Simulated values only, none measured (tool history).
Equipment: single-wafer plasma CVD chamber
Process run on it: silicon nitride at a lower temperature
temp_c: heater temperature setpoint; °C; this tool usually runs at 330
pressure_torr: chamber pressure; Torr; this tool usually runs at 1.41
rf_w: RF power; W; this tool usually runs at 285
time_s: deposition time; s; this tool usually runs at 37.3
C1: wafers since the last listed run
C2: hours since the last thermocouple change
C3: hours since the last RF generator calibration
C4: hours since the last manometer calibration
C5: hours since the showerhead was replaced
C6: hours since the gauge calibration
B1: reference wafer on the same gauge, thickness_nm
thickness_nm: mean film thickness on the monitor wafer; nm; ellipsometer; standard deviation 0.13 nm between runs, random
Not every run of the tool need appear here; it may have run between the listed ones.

run 1 hour=0 | temp_c=330 pressure_torr=1.41 rf_w=285 time_s=43 | C1=0 C2=2596.2 C3=276.2 C4=636.5 C5=4249.9 C6=1498.3 | B1=35.091 | thickness_nm=46.411
-- hour=42.6 thermocouple changed; heater temperature recalibrated
run 2 hour=48.8 | temp_c=330 pressure_torr=1.41 rf_w=285 time_s=43 | C1=1347 C2=6.2 C3=325 C4=685.3 C5=4298.7 C6=1547.1 | B1=35.099 | thickness_nm=46.374
run 3 hour=86.4 | temp_c=330 pressure_torr=1.41 rf_w=285 time_s=37.3 | C1=1241 C2=43.8 C3=362.6 C4=722.9 C5=4336.3 C6=1584.7 | B1=35.079 | thickness_nm=40.281
run 4 hour=134 | temp_c=330 pressure_torr=1.41 rf_w=285 time_s=37.3 | C1=1571 C2=91.4 C3=410.2 C4=770.5 C5=4383.9 C6=1632.3 | B1=35.101 | thickness_nm=40.362
run 5 hour=190.3 | temp_c=330 pressure_torr=1.41 rf_w=285 time_s=37.3 | C1=1859 C2=147.7 C3=466.5 C4=826.8 C5=4440.2 C6=1688.6 | B1=35.138 | thickness_nm=40.459
run 6 hour=270.1 | temp_c=330 pressure_torr=1.28 rf_w=285 time_s=37.3 | C1=2635 C2=227.5 C3=546.3 C4=906.6 C5=4520 C6=1768.4 | B1=35.137 | thickness_nm=38.986
run 7 hour=358.4 | temp_c=330 pressure_torr=1.75 rf_w=260 time_s=31.3 | C1=2915 C2=315.8 C3=634.6 C4=994.9 C5=4608.3 C6=1856.7 | B1=35.093 | thickness_nm=34.023
run 8 hour=444.1 | temp_c=320 pressure_torr=1.27 rf_w=265 time_s=39.4 | C1=2830 C2=401.5 C3=720.3 C4=1080.6 C5=4694 C6=1942.4 | B1=35.059 | thickness_nm=39.248
run 9 hour=522.5 | temp_c=344 pressure_torr=1.41 rf_w=285 time_s=37.3 | C1=2588 C2=479.9 C3=798.7 C4=1159 C5=4772.4 C6=2020.8 | B1=35.082 | thickness_nm=40.028
run 10 hour=807.6 | temp_c=318 pressure_torr=1.41 rf_w=255 time_s=37.3 | C1=9414 C2=765 C3=1083.8 C4=1444.1 C5=5057.5 C6=2305.9 | B1=35.079 | thickness_nm=37.351
run 11 hour=875.3 | temp_c=330 pressure_torr=1.41 rf_w=285 time_s=37.3 | C1=2235 C2=832.7 C3=1151.5 C4=1511.8 C5=5125.2 C6=2373.6 | B1=35.132 | thickness_nm=40.584
-- hour=897.9 capacitance manometer re-zeroed and calibrated
-- hour=912.3 RF generator calibrated
run 12 hour=968 | temp_c=315 pressure_torr=1.41 rf_w=285 time_s=37.3 | C1=2532 C2=925.4 C3=55.7 C4=70.1 C5=5217.9 C6=2466.3 | B1=35.077 | thickness_nm=39.932
run 13 hour=1027.6 | temp_c=330 pressure_torr=1.41 rf_w=285 time_s=37.3 | C1=1968 C2=985 C3=115.3 C4=129.7 C5=5277.5 C6=2525.9 | B1=35.081 | thickness_nm=40.001
-- hour=1056.1 showerhead replaced
run 14 hour=1099.8 | temp_c=341 pressure_torr=1.16 rf_w=335 time_s=41.4 | C1=2120 C2=1057.2 C3=187.5 C4=201.9 C5=43.7 C6=2598.1 | B1=35.125 | thickness_nm=46.124
run 15 hour=1152.6 | temp_c=330 pressure_torr=1.41 rf_w=310 time_s=35.2 | C1=1743 C2=1110 C3=240.3 C4=254.7 C5=96.5 C6=2650.9 | B1=35.121 | thickness_nm=39.801
run 16 hour=1226.5 | temp_c=319 pressure_torr=1.24 rf_w=305 time_s=43.6 | C1=2440 C2=1183.9 C3=314.2 C4=328.6 C5=170.4 C6=2724.8 | B1=35.093 | thickness_nm=47.006
-- hour=1233 gauge calibrated
run 17 hour=1264.2 | temp_c=330 pressure_torr=1.41 rf_w=285 time_s=37.3 | C1=1244 C2=1221.6 C3=351.9 C4=366.3 C5=208.1 C6=31.2 | B1=35.1 | thickness_nm=40.04
run 18 hour=1354 | temp_c=330 pressure_torr=1.41 rf_w=285 time_s=37.3 | C1=2965 C2=1311.4 C3=441.7 C4=456.1 C5=297.9 C6=121 | B1=35.089 | thickness_nm=40.008
run 19 hour=1428.5 | temp_c=330 pressure_torr=1.41 rf_w=315 time_s=37.3 | C1=2460 C2=1385.9 C3=516.2 C4=530.6 C5=372.4 C6=195.5 | B1=35.093 | thickness_nm=43.067
run 20 hour=1484.2 | temp_c=330 pressure_torr=1.67 rf_w=285 time_s=37.3 | C1=1839 C2=1441.6 C3=571.9 C4=586.3 C5=428.1 C6=251.2 | B1=35.146 | thickness_nm=42.292
run 21 hour=1560.5 | temp_c=330 pressure_torr=1.41 rf_w=285 time_s=37.3 | C1=2519 C2=1517.9 C3=648.2 C4=662.6 C5=504.4 C6=327.5 | B1=35.086 | thickness_nm=40.097
run 22 hour=1623.6 | temp_c=318 pressure_torr=1.41 rf_w=255 time_s=37.3 | C1=2083 C2=1581 C3=711.3 C4=725.7 C5=567.5 C6=390.6 | B1=35.076 | thickness_nm=37.153
run 23 hour=1709.7 | temp_c=335 pressure_torr=1.18 rf_w=285 time_s=44.2 | C1=2843 C2=1667.1 C3=797.4 C4=811.8 C5=653.6 C6=476.7 | B1=35.06 | thickness_nm=44.788
run 24 hour=1762 | temp_c=341 pressure_torr=1.12 rf_w=285 time_s=37.3 | C1=1727 C2=1719.4 C3=849.7 C4=864.1 C5=705.9 C6=529 | B1=35.08 | thickness_nm=37.087
run 25 hour=1868.7 | temp_c=330 pressure_torr=1.41 rf_w=285 time_s=37.3 | C1=3523 C2=1826.1 C3=956.4 C4=970.8 C5=812.6 C6=635.7 | B1=35.11 | thickness_nm=40.051
run 26 hour=1907.8 | temp_c=330 pressure_torr=1.41 rf_w=335 time_s=37.3 | C1=1291 C2=1865.2 C3=995.5 C4=1009.9 C5=851.7 C6=674.8 | B1=35.112 | thickness_nm=45.18
-- hour=1970.6 RF generator calibrated
run 27 hour=1971.1 | temp_c=319 pressure_torr=1.16 rf_w=285 time_s=41.1 | C1=1826 C2=1928.5 C3=0.5 C4=1073.2 C5=915 C6=738.1 | B1=35.081 | thickness_nm=42.029
run 28 hour=2063.1 | temp_c=330 pressure_torr=1.41 rf_w=245 time_s=44.5 | C1=3038 C2=2020.5 C3=92.5 C4=1165.2 C5=1007 C6=830.1 | B1=35.073 | thickness_nm=43.019

Forecast each of these 4 alternatives for the next run:
run A hour=2063.5 | temp_c=330 pressure_torr=1.41 rf_w=285 time_s=37.3 | C1=13 C2=2020.9 C3=92.9 C4=1165.6 C5=1007.4 C6=830.5 | B1=? | thickness_nm=?
run B hour=2063.5 | temp_c=343 pressure_torr=1.21 rf_w=320 time_s=43.1 | C1=13 C2=2020.9 C3=92.9 C4=1165.6 C5=1007.4 C6=830.5 | B1=? | thickness_nm=?
run C hour=2063.5 | temp_c=330 pressure_torr=1.41 rf_w=285 time_s=40.5 | C1=13 C2=2020.9 C3=92.9 C4=1165.6 C5=1007.4 C6=830.5 | B1=? | thickness_nm=?
run D hour=2063.5 | temp_c=321 pressure_torr=1.11 rf_w=285 time_s=37.3 | C1=13 C2=2020.9 C3=92.9 C4=1165.6 C5=1007.4 C6=830.5 | B1=? | thickness_nm=?

run=A B1=35.072 thickness_nm=40.159
run=B B1=35.072 thickness_nm=47.61
run=C B1=35.072 thickness_nm=43.597
run=D B1=35.072 thickness_nm=37.177
Stripped of hidden state, with their random variation kept, the same runs would have yielded:
run=A thickness_nm=39.788
run=B thickness_nm=47.157
run=C thickness_nm=43.194
run=D thickness_nm=36.802
